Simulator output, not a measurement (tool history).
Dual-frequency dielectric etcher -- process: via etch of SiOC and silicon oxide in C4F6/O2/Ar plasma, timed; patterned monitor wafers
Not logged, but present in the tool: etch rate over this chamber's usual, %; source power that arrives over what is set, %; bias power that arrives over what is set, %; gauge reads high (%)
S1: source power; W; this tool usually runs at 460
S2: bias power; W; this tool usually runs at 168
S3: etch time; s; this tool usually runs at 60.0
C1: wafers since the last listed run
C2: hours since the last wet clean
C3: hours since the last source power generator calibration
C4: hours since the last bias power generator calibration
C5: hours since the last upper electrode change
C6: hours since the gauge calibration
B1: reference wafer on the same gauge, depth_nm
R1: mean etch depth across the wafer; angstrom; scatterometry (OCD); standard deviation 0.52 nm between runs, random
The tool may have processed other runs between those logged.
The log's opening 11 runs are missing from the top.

{"run": 12, "hour": 111.7, "S1": 570, "S2": 135, "S3": 45.5, "C1": 222, "C2": 272.4, "C3": 3316.1, "C4": 2535.1, "C5": 77.2, "C6": 65.6, "B1": 67.2, "R1": 590}
{"run": 13, "hour": 118.9, "S1": 460, "S2": 130, "S3": 72.5, "C1": 98, "C2": 279.6, "C3": 3323.3, "C4": 2542.3, "C5": 84.4, "C6": 72.8, "B1": 67.3, "R1": 827}
{"run": 14, "hour": 134.9, "S1": 460, "S2": 168, "S3": 60.0, "C1": 218, "C2": 295.6, "C3": 3339.3, "C4": 2558.3, "C5": 100.4, "C6": 88.8, "B1": 67.1, "R1": 788}
{"hour": 164.9, "done": "bias power generator calibrated"}
{"run": 15, "hour": 169.3, "S1": 460, "S2": 168, "S3": 60.0, "C1": 415, "C2": 330.0, "C3": 3373.7, "C4": 4.4, "C5": 134.8, "C6": 123.2, "B1": 67.2, "R1": 798}
{"hour": 193.7, "done": "wet clean of the chamber"}
{"run": 16, "hour": 194.2, "S1": 540, "S2": 126, "S3": 72.5, "C1": 12, "C2": 0.5, "C3": 3398.6, "C4": 29.3, "C5": 159.7, "C6": 148.1, "B1": 67.1, "R1": 909}
{"run": 17, "hour": 197.9, "S1": 530, "S2": 136, "S3": 46.0, "C1": 50, "C2": 4.2, "C3": 3402.3, "C4": 33.0, "C5": 163.4, "C6": 151.8, "B1": 67.1, "R1": 592}
{"run": 18, "hour": 210.6, "S1": 460, "S2": 168, "S3": 54.5, "C1": 173, "C2": 16.9, "C3": 3415.0, "C4": 45.7, "C5": 176.1, "C6": 164.5, "B1": 67.3, "R1": 744}
{"run": 19, "hour": 221.6, "S1": 460, "S2": 168, "S3": 48.5, "C1": 150, "C2": 27.9, "C3": 3426.0, "C4": 56.7, "C5": 187.1, "C6": 175.5, "B1": 67.3, "R1": 651}
{"run": 20, "hour": 238.6, "S1": 460, "S2": 168, "S3": 60.0, "C1": 232, "C2": 44.9, "C3": 3443.0, "C4": 73.7, "C5": 204.1, "C6": 192.5, "B1": 67.0, "R1": 811}
{"run": 21, "hour": 252.0, "S1": 460, "S2": 168, "S3": 60.0, "C1": 183, "C2": 58.3, "C3": 3456.4, "C4": 87.1, "C5": 217.5, "C6": 205.9, "B1": 67.1, "R1": 821}

The next listed run, before its measurement:
{"hour": 264.5, "done": "source power generator calibrated"}
{"hour": 288.2, "done": "wet clean of the chamber, repeated, since the last time left the tool worse"}
{"run": 22, "hour": 288.7, "S1": 460, "S2": 144, "S3": 60.0, "C1": 122, "C2": 0.5, "C3": 24.2, "C4": 123.8, "C5": 254.2, "C6": 242.6, "B1": "?", "R1": "?"}

{"run 22": {"B1": 67.1, "R1": 716}}
If the tool had no hidden condition, the same run with the same run-to-run variation would have returned R1 712 angstrom.
